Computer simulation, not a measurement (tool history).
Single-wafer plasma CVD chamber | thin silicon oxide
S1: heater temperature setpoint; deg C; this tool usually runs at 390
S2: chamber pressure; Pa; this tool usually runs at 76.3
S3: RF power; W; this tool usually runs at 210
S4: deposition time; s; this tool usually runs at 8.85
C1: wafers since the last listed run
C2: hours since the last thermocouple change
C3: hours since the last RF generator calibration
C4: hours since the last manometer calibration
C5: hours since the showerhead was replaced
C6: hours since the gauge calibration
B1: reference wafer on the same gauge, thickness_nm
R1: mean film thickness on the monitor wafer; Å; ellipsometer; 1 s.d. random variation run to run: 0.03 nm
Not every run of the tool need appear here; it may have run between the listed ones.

run,hour,S1,S2,S3,S4,C1,C2,C3,C4,C5,C6,B1,R1
1,0.0,390,76.3,210,8.85,0,1129.2,260.7,1782.7,2830.2,361.7,10.228,95.73
2,57.7,390,76.3,210,8.85,2113,1186.9,318.4,1840.4,2887.9,419.4,10.226,94.99
3,124.0,390,76.3,210,8.85,2428,1253.2,384.7,1906.7,2954.2,485.7,10.232,95.42
4,195.3,390,76.3,210,10.08,2611,1324.5,456.0,1978.0,3025.5,557.0,10.231,108.63
5,220.6,390,76.3,210,10.08,926,1349.8,481.3,2003.3,3050.8,582.3,10.229,108.69
6,249.2,390,76.3,210,10.08,1047,1378.4,509.9,2031.9,3079.4,610.9,10.230,107.82
7,317.4,390,76.3,210,8.85,2498,1446.6,578.1,2100.1,3147.6,679.1,10.229,95.13
# hour 376.7: showerhead replaced
8,377.2,390,76.3,210,8.85,1897,1506.4,637.9,2159.9,0.5,738.9,10.232,94.65
# hour 396.0: capacitance manometer re-zeroed and calibrated
9,412.5,400,76.3,210,8.85,1000,1541.7,673.2,16.5,35.8,774.2,10.230,93.82
10,466.0,400,76.3,210,8.85,1959,1595.2,726.7,70.0,89.3,827.7,10.231,94.11
# hour 472.8: gauge calibrated
11,518.0,397,76.3,210,8.85,1904,1647.2,778.7,122.0,141.3,45.2,10.231,94.26
12,579.2,390,76.3,210,8.85,2241,1708.4,839.9,183.2,202.5,106.4,10.234,95.32
# hour 606.3: RF generator calibrated
13,638.0,401,89.2,245,7.93,1860,1767.2,31.7,242.0,261.3,165.2,10.233,106.05
14,678.2,390,76.3,210,8.85,1472,1807.4,71.9,282.2,301.5,205.4,10.233,94.93
# hour 687.7: thermocouple changed; heater temperature recalibrated
15,706.8,390,91.9,230,7.46,754,19.1,100.5,310.8,330.1,234.0,10.230,100.73
16,768.5,377,94.4,190,8.85,2260,80.8,162.2,372.5,391.8,295.7,10.229,112.26
17,912.5,378,76.3,210,8.85,5274,224.8,306.2,516.5,535.8,439.7,10.225,95.78
18,942.0,390,76.3,210,8.85,1080,254.3,335.7,546.0,565.3,469.2,10.227,95.44
19,978.0,378,91.1,190,10.51,1318,290.3,371.7,582.0,601.3,505.2,10.226,129.13
20,1037.3,398,76.3,210,10.47,2172,349.6,431.0,641.3,660.6,564.5,10.226,112.02
21,1096.1,401,76.3,210,8.40,2153,408.4,489.8,700.1,719.4,623.3,10.235,89.79

Each row is a separate what-if for the run after 21, all from the same tool condition, not one after another. Results?
A,1096.5,390,76.3,210,8.85,14,408.8,490.2,700.5,719.8,623.7,?,?
B,1096.5,404,76.3,180,10.39,14,408.8,490.2,700.5,719.8,623.7,?,?
C,1096.5,381,59.9,220,9.41,14,408.8,490.2,700.5,719.8,623.7,?,?
D,1096.5,390,60.1,240,8.85,14,408.8,490.2,700.5,719.8,623.7,?,?

run,B1,R1
A,10.233,95.68
B,10.233,102.63
C,10.233,82.07
D,10.233,80.33
The same runs, with their run-to-run variation unchanged, on a tool lacking any hidden condition would have given:
run,R1
A,95.68
B,102.63
C,82.07
D,80.33
